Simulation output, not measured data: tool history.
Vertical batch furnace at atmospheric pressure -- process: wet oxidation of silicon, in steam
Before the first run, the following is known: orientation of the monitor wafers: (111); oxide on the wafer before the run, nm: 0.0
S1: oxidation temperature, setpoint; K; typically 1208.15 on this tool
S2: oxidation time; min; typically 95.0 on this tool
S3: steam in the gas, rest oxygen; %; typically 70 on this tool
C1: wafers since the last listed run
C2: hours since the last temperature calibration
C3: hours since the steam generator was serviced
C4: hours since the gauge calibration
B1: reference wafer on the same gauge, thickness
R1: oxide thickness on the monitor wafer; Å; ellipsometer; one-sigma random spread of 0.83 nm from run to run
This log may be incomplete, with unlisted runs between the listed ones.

{"run": 1, "hour": 0.0, "S1": 1208.15, "S2": 95.0, "S3": 70, "C1": 0, "C2": 2390.9, "C3": 1742.2, "C4": 619.0, "B1": 267.9, "R1": 3204.7}
{"run": 2, "hour": 25.4, "S1": 1208.15, "S2": 95.0, "S3": 70, "C1": 489, "C2": 2416.3, "C3": 1767.6, "C4": 644.4, "B1": 267.94, "R1": 3219.3}
{"run": 3, "hour": 60.1, "S1": 1208.15, "S2": 95.0, "S3": 70, "C1": 668, "C2": 2451.0, "C3": 1802.3, "C4": 679.1, "B1": 267.97, "R1": 3213.4}
{"hour": 69.7, "done": "gauge calibrated"}
{"run": 4, "hour": 85.1, "S1": 1208.15, "S2": 114.5, "S3": 70, "C1": 481, "C2": 2476.0, "C3": 1827.3, "C4": 15.4, "B1": 267.82, "R1": 3682.3}
{"run": 5, "hour": 105.2, "S1": 1208.15, "S2": 95.0, "S3": 70, "C1": 387, "C2": 2496.1, "C3": 1847.4, "C4": 35.5, "B1": 268.11, "R1": 3213.6}
{"run": 6, "hour": 167.4, "S1": 1208.15, "S2": 95.0, "S3": 75, "C1": 1198, "C2": 2558.3, "C3": 1909.6, "C4": 97.7, "B1": 268.11, "R1": 3367.4}
{"run": 7, "hour": 184.3, "S1": 1193.15, "S2": 95.0, "S3": 75, "C1": 325, "C2": 2575.2, "C3": 1926.5, "C4": 114.6, "B1": 267.66, "R1": 3004.1}
{"run": 8, "hour": 205.4, "S1": 1193.15, "S2": 95.0, "S3": 75, "C1": 406, "C2": 2596.3, "C3": 1947.6, "C4": 135.7, "B1": 268.33, "R1": 3019.4}
{"run": 9, "hour": 301.0, "S1": 1193.15, "S2": 95.0, "S3": 75, "C1": 1841, "C2": 2691.9, "C3": 2043.2, "C4": 231.3, "B1": 268.19, "R1": 3008.3}
{"run": 10, "hour": 329.7, "S1": 1208.15, "S2": 95.0, "S3": 70, "C1": 552, "C2": 2720.6, "C3": 2071.9, "C4": 260.0, "B1": 268.04, "R1": 3243.2}
{"run": 11, "hour": 345.7, "S1": 1208.15, "S2": 95.0, "S3": 70, "C1": 308, "C2": 2736.6, "C3": 2087.9, "C4": 276.0, "B1": 268.0, "R1": 3220.3}
{"run": 12, "hour": 441.1, "S1": 1208.15, "S2": 95.0, "S3": 70, "C1": 1837, "C2": 2832.0, "C3": 2183.3, "C4": 371.4, "B1": 268.02, "R1": 3249.4}
{"hour": 478.0, "done": "thermocouples replaced and temperature profile calibrated"}
{"run": 13, "hour": 478.5, "S1": 1208.15, "S2": 95.0, "S3": 70, "C1": 258, "C2": 0.5, "C3": 2220.7, "C4": 408.8, "B1": 268.15, "R1": 3171.2}
{"run": 14, "hour": 485.1, "S1": 1208.15, "S2": 95.0, "S3": 70, "C1": 127, "C2": 7.1, "C3": 2227.3, "C4": 415.4, "B1": 268.09, "R1": 3155.0}
{"run": 15, "hour": 507.9, "S1": 1226.15, "S2": 95.0, "S3": 70, "C1": 439, "C2": 29.9, "C3": 2250.1, "C4": 438.2, "B1": 268.03, "R1": 3641.2}
{"run": 16, "hour": 530.6, "S1": 1226.15, "S2": 95.0, "S3": 70, "C1": 437, "C2": 52.6, "C3": 2272.8, "C4": 460.9, "B1": 268.09, "R1": 3631.9}
{"run": 17, "hour": 554.8, "S1": 1208.15, "S2": 95.0, "S3": 70, "C1": 466, "C2": 76.8, "C3": 2297.0, "C4": 485.1, "B1": 268.18, "R1": 3162.2}
{"run": 18, "hour": 588.1, "S1": 1208.15, "S2": 95.0, "S3": 70, "C1": 641, "C2": 110.1, "C3": 2330.3, "C4": 518.4, "B1": 267.99, "R1": 3163.6}
{"run": 19, "hour": 620.2, "S1": 1215.15, "S2": 65.0, "S3": 81, "C1": 618, "C2": 142.2, "C3": 2362.4, "C4": 550.5, "B1": 268.16, "R1": 2836.5}
{"run": 20, "hour": 653.8, "S1": 1208.15, "S2": 95.0, "S3": 70, "C1": 647, "C2": 175.8, "C3": 2396.0, "C4": 584.1, "B1": 268.0, "R1": 3163.9}
{"run": 21, "hour": 683.1, "S1": 1208.15, "S2": 95.0, "S3": 70, "C1": 564, "C2": 205.1, "C3": 2425.3, "C4": 613.4, "B1": 268.09, "R1": 3155.7}
{"hour": 692.7, "done": "gauge calibrated"}
{"run": 22, "hour": 716.6, "S1": 1208.15, "S2": 95.0, "S3": 70, "C1": 645, "C2": 238.6, "C3": 2458.8, "C4": 23.9, "B1": 268.05, "R1": 3168.5}
{"hour": 761.8, "done": "steam generator serviced"}
{"run": 23, "hour": 762.3, "S1": 1208.15, "S2": 95.0, "S3": 80, "C1": 418, "C2": 284.3, "C3": 0.5, "C4": 69.6, "B1": 267.88, "R1": 3631.8}
{"run": 24, "hour": 779.0, "S1": 1208.15, "S2": 95.0, "S3": 70, "C1": 321, "C2": 301.0, "C3": 17.2, "C4": 86.3, "B1": 268.1, "R1": 3284.9}
{"run": 25, "hour": 794.0, "S1": 1208.15, "S2": 95.0, "S3": 70, "C1": 288, "C2": 316.0, "C3": 32.2, "C4": 101.3, "B1": 267.95, "R1": 3289.8}
{"run": 26, "hour": 811.5, "S1": 1208.15, "S2": 95.0, "S3": 70, "C1": 337, "C2": 333.5, "C3": 49.7, "C4": 118.8, "B1": 268.12, "R1": 3291.8}
{"run": 27, "hour": 837.9, "S1": 1208.15, "S2": 60.5, "S3": 66, "C1": 508, "C2": 359.9, "C3": 76.1, "C4": 145.2, "B1": 268.1, "R1": 2260.3}
{"run": 28, "hour": 852.6, "S1": 1191.15, "S2": 95.0, "S3": 70, "C1": 283, "C2": 374.6, "C3": 90.8, "C4": 159.9, "B1": 268.29, "R1": 2868.9}
{"run": 29, "hour": 879.0, "S1": 1215.15, "S2": 95.0, "S3": 63, "C1": 508, "C2": 401.0, "C3": 117.2, "C4": 186.3, "B1": 268.07, "R1": 3221.6}
{"run": 30, "hour": 908.5, "S1": 1232.15, "S2": 63.5, "S3": 59, "C1": 568, "C2": 430.5, "C3": 146.7, "C4": 215.8, "B1": 267.94, "R1": 2629.7}
{"run": 31, "hour": 922.7, "S1": 1200.15, "S2": 95.0, "S3": 70, "C1": 273, "C2": 444.7, "C3": 160.9, "C4": 230.0, "B1": 267.73, "R1": 3082.1}
{"run": 32, "hour": 954.2, "S1": 1232.15, "S2": 115.5, "S3": 62, "C1": 606, "C2": 476.2, "C3": 192.4, "C4": 261.5, "B1": 268.06, "R1": 4094.8}
{"run": 33, "hour": 981.7, "S1": 1208.15, "S2": 59.0, "S3": 59, "C1": 529, "C2": 503.7, "C3": 219.9, "C4": 289.0, "B1": 268.09, "R1": 2028.6}
{"run": 34, "hour": 1072.7, "S1": 1201.15, "S2": 127.0, "S3": 67, "C1": 1752, "C2": 594.7, "C3": 310.9, "C4": 380.0, "B1": 267.96, "R1": 3666.7}
{"run": 35, "hour": 1090.3, "S1": 1184.15, "S2": 67.5, "S3": 70, "C1": 339, "C2": 612.3, "C3": 328.5, "C4": 397.6, "B1": 267.77, "R1": 2048.7}

Same runs, no hidden state in the tool, same run-to-run variation:
Hidden state at play: true tube temperature minus thermocouple reading, K; steam share off its setpoint, % of the setpoint; gauge reads high (%).
run=1 R1=3265.3
run=2 R1=3279.2
run=3 R1=3271.8
run=4 R1=3748.6
run=5 R1=3270.3
run=6 R1=3424.3
run=7 R1=3051.7
run=8 R1=3066.2
run=9 R1=3050.4
run=10 R1=3290.2
run=11 R1=3266.1
run=12 R1=3290.7
run=13 R1=3279.3
run=14 R1=3262.6
run=15 R1=3760.0
run=16 R1=3750.7
run=17 R1=3270.8
run=18 R1=3272.4
run=19 R1=2934.7
run=20 R1=3273.2
run=21 R1=3264.7
run=22 R1=3278.1
run=23 R1=3606.5
run=24 R1=3263.7
run=25 R1=3270.7
run=26 R1=3275.1
run=27 R1=2249.4
run=28 R1=2856.5
run=29 R1=3213.6
run=30 R1=2625.2
run=31 R1=3078.9
run=32 R1=4097.5
run=33 R1=2029.7
run=34 R1=3681.5
run=35 R1=2054.7
